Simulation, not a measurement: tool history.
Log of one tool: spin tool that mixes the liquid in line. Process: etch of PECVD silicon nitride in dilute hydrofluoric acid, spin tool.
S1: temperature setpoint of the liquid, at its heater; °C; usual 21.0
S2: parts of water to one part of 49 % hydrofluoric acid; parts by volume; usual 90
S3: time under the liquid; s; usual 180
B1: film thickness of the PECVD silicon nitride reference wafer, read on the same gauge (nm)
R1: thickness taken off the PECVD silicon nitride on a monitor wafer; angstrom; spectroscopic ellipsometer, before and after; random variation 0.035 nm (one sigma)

run 1 hour=0.0 | S1=21.0 S2=90 S3=180 | B1=149.976 | R1=51.54
run 2 hour=65.5 | S1=21.0 S2=90 S3=180 | B1=149.967 | R1=51.67
run 3 hour=135.0 | S1=21.0 S2=90 S3=180 | B1=149.984 | R1=51.30
run 4 hour=187.5 | S1=21.0 S2=90 S3=180 | B1=149.981 | R1=51.55
run 5 hour=214.9 | S1=21.0 S2=90 S3=180 | B1=150.048 | R1=50.74
run 6 hour=239.9 | S1=21.0 S2=90 S3=180 | B1=149.954 | R1=51.98
run 7 hour=267.3 | S1=21.0 S2=90 S3=180 | B1=149.984 | R1=51.16
run 8 hour=472.4 | S1=21.0 S2=90 S3=180 | B1=149.955 | R1=51.04
run 9 hour=539.1 | S1=21.0 S2=65 S3=180 | B1=150.033 | R1=69.75
run 10 hour=605.4 | S1=22.5 S2=90 S3=100 | B1=150.049 | R1=31.54
run 11 hour=635.7 | S1=21.0 S2=90 S3=180 | B1=150.033 | R1=51.21
run 12 hour=706.4 | S1=25.5 S2=125 S3=285 | B1=149.982 | R1=78.88
run 13 hour=760.8 | S1=21.0 S2=90 S3=85 | B1=150.056 | R1=24.33
run 14 hour=812.4 | S1=21.0 S2=90 S3=180 | B1=150.009 | R1=50.68
run 15 hour=858.9 | S1=18.0 S2=70 S3=115 | B1=150.040 | R1=33.95
run 16 hour=907.8 | S1=21.0 S2=50 S3=235 | B1=150.013 | R1=118.91
run 17 hour=957.2 | S1=17.5 S2=90 S3=180 | B1=149.972 | R1=40.32
run 18 hour=984.4 | S1=17.0 S2=100 S3=180 | B1=149.983 | R1=35.14
run 19 hour=1056.4 | S1=19.0 S2=105 S3=280 | B1=149.980 | R1=60.53
run 20 hour=1125.8 | S1=21.0 S2=90 S3=180 | B1=149.952 | R1=50.58
run 21 hour=1188.9 | S1=18.0 S2=90 S3=180 | B1=149.980 | R1=41.99
run 22 hour=1244.9 | S1=21.0 S2=90 S3=180 | B1=150.012 | R1=51.02
run 23 hour=1295.8 | S1=22.5 S2=120 S3=285 | B1=150.068 | R1=67.93
run 24 hour=1346.0 | S1=22.5 S2=70 S3=150 | B1=149.997 | R1=60.17
run 25 hour=1389.0 | S1=25.0 S2=50 S3=100 | B1=150.010 | R1=66.07
run 26 hour=1425.2 | S1=21.0 S2=90 S3=180 | B1=150.024 | R1=50.74
run 27 hour=1451.7 | S1=17.5 S2=50 S3=180 | B1=150.008 | R1=70.48
run 28 hour=1488.2 | S1=21.0 S2=90 S3=180 | B1=149.955 | R1=51.25
run 29 hour=1514.5 | S1=18.0 S2=70 S3=115 | B1=150.021 | R1=34.25
run 30 hour=1551.7 | S1=21.0 S2=130 S3=180 | B1=149.965 | R1=35.81
run 31 hour=1611.3 | S1=21.0 S2=90 S3=180 | B1=149.984 | R1=51.13
run 32 hour=1659.0 | S1=21.0 S2=90 S3=90 | B1=150.004 | R1=25.80

Not shown: 3 entries that the log had between the listed runs. Between which runs, and how does the tool's hidden state differ before and after?
Between runs 2 and 3: hydrofluoric acid flow meter replaced (hour 134.4)
  no hidden state differs between the two runs
Between runs 11 and 12: thermometer replaced (hour 672.8)
  no hidden state differs between the two runs
Between runs 20 and 21: gauge calibrated (hour 1147.2)
  no hidden state differs between the two runs

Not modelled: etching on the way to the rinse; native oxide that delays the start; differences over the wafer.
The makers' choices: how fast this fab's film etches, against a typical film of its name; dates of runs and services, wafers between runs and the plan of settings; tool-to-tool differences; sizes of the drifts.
